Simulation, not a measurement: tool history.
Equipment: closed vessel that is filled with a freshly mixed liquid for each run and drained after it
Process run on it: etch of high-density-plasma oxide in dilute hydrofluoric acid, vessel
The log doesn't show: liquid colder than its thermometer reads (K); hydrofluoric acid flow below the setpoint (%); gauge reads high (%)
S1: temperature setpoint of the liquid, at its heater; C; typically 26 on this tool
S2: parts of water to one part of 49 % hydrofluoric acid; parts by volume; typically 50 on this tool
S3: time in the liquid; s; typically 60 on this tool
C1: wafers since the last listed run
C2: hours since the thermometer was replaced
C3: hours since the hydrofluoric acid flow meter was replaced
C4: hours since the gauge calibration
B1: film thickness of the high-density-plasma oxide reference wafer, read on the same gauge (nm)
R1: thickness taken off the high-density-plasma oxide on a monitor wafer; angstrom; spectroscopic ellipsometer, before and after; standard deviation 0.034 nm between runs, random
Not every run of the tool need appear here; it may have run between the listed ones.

Run 1, day 0: usual settings but S1 24 C; C1 0; C2 1495.7; C3 1161.9; C4 2713.3; B1 30.71. Result: R1 64.3 angstrom.
Run 2, day 4.308: usual settings but S1 24 C; C1 12817; C2 1599.1; C3 1265.3; C4 2816.7; B1 30.77. Result: R1 64.4 angstrom.
Run 3, day 8.758: usual settings but S1 24 C; C1 13238; C2 1705.9; C3 1372.1; C4 2923.5; B1 30.85. Result: R1 63.9 angstrom.
Run 4, day 10.967: usual settings; C1 6569; C2 1758.9; C3 1425.1; C4 2976.5; B1 30.88. Result: R1 69.8 angstrom.
At day 11.617: gauge calibrated.
Run 5, day 14.875: usual settings; C1 11627; C2 1852.7; C3 1518.9; C4 78.2; B1 29.72. Result: R1 67.4 angstrom.
At day 15.071: thermometer replaced.
Run 6, day 19.012: usual settings; C1 12185; C2 94.6; C3 1618.2; C4 177.5; B1 29.78. Result: R1 67.1 angstrom.
Run 7, day 23.488: usual settings; C1 13313; C2 202; C3 1725.6; C4 284.9; B1 29.76. Result: R1 67.7 angstrom.
At day 26.158: hydrofluoric acid flow meter replaced.
Run 8, day 27.683: usual settings; C1 12358; C2 302.7; C3 36.6; C4 385.6; B1 29.77. Result: R1 67.9 angstrom.
Run 9, day 30.238: usual settings; C1 7598; C2 364; C3 97.9; C4 446.9; B1 29.76. Result: R1 67.6 angstrom.
Run 10, day 33.375: usual settings; C1 9333; C2 439.3; C3 173.2; C4 522.2; B1 29.8. Result: R1 67.2 angstrom.
Run 11, day 35.046: usual settings; C1 4970; C2 479.4; C3 213.3; C4 562.3; B1 29.75. Result: R1 67.5 angstrom.
Run 12, day 38.767: usual settings but S1 30 C, S2 75 parts by volume; C1 11069; C2 568.7; C3 302.6; C4 651.6; B1 29.81. Result: R1 50.8 angstrom.
Run 13, day 41.896: usual settings but S2 35 parts by volume; C1 9309; C2 643.8; C3 377.7; C4 726.7; B1 29.81. Result: R1 97.4 angstrom.
Run 14, day 46.062: usual settings; C1 12395; C2 743.8; C3 477.7; C4 826.7; B1 29.84. Result: R1 68 angstrom.
Run 15, day 47.562: usual settings but S1 29.5 C, S3 50 s; C1 4462; C2 779.8; C3 513.7; C4 862.7; B1 29.86. Result: R1 64.7 angstrom.
Run 16, day 50.05: usual settings but S1 30.5 C; C1 7400; C2 839.5; C3 573.4; C4 922.4; B1 29.84. Result: R1 80.5 angstrom.
Run 17, day 51.696: usual settings but S1 24.5 C, S2 70 parts by volume, S3 95 s; C1 4896; C2 879; C3 612.9; C4 961.9; B1 29.85. Result: R1 70.3 angstrom.
Run 18, day 54.046: usual settings but S1 24.5 C, S3 85 s; C1 6991; C2 935.4; C3 669.3; C4 1018.3; B1 29.85. Result: R1 91.4 angstrom.
Run 19, day 57.371: usual settings but S1 30.5 C, S2 30 parts by volume, S3 90 s; C1 9891; C2 1015.2; C3 749.1; C4 1098.1; B1 29.85. Result: R1 207.7 angstrom.
Run 20, day 60.062: usual settings but S1 28 C, S2 70 parts by volume, S3 50 s; C1 8007; C2 1079.8; C3 813.7; C4 1162.7; B1 29.95. Result: R1 42.4 angstrom.
Run 21, day 62.038: usual settings but S1 30 C, S2 40 parts by volume, S3 35 s; C1 5875; C2 1127.2; C3 861.1; C4 1210.1; B1 29.88. Result: R1 59.2 angstrom.
Run 22, day 64.079: usual settings but S3 75 s; C1 6073; C2 1176.2; C3 910.1; C4 1259.1; B1 29.93. Result: R1 84.8 angstrom.
Run 23, day 66.983: usual settings but S1 21.5 C, S3 30 s; C1 8639; C2 1245.9; C3 979.8; C4 1328.8; B1 29.92. Result: R1 28.2 angstrom.
Run 24, day 71.238: usual settings; C1 12656; C2 1348; C3 1081.9; C4 1430.9; B1 29.99. Result: R1 67.4 angstrom.
Run 25, day 72.933: usual settings but S2 30 parts by volume, S3 90 s; C1 5045; C2 1388.7; C3 1122.6; C4 1471.6; B1 29.96. Result: R1 173.9 angstrom.
Run 26, day 76.442: usual settings; C1 10437; C2 1472.9; C3 1206.8; C4 1555.8; B1 29.99. Result: R1 67.2 angstrom.
Run 27, day 78.254: usual settings but S3 70 s; C1 5392; C2 1516.4; C3 1250.3; C4 1599.3; B1 30.04. Result: R1 79.6 angstrom.
Run 28, day 80.196: usual settings but S3 90 s; C1 5776; C2 1563; C3 1296.9; C4 1645.9; B1 30.05. Result: R1 102.2 angstrom.
Run 29, day 82.692: usual settings but S1 24 C, S2 65 parts by volume, S3 75 s; C1 7425; C2 1622.9; C3 1356.8; C4 1705.8; B1 30.04. Result: R1 59.3 angstrom.
Run 30, day 84.771: usual settings but S1 30.5 C, S2 70 parts by volume, S3 40 s; C1 6185; C2 1672.8; C3 1406.7; C4 1755.7; B1 30.07. Result: R1 37.5 angstrom.
At day 86.692: thermometer replaced.
Run 31, day 86.788: usual settings but S2 30 parts by volume, S3 80 s; C1 5875; C2 2.3; C3 1455.1; C4 1804.1; B1 30.07. Result: R1 156.3 angstrom.

Measured less the same run without the tool's hidden state. The same run-to-run variation is in both; the gauge's scatter may not be:
run    R1
  1  +1.5
  2  +1.7
  3  +1.8
  4    +2
  5  -0.6
  6  -0.6
  7  -0.5
  8  -0.5
  9  -0.5
 10  -0.5
 11  -0.4
 12  -0.4
 13  -0.6
 14  -0.4
 15  -0.4
 16  -0.4
 17  -0.4
 18  -0.4
 19  -0.8
 20  -0.1
 21  -0.1
 22  -0.3
 23    +0
 24    +0
 25  -0.1
 26    +0
 27  +0.1
 28  +0.1
 29  +0.1
 30  +0.1
 31  +0.6
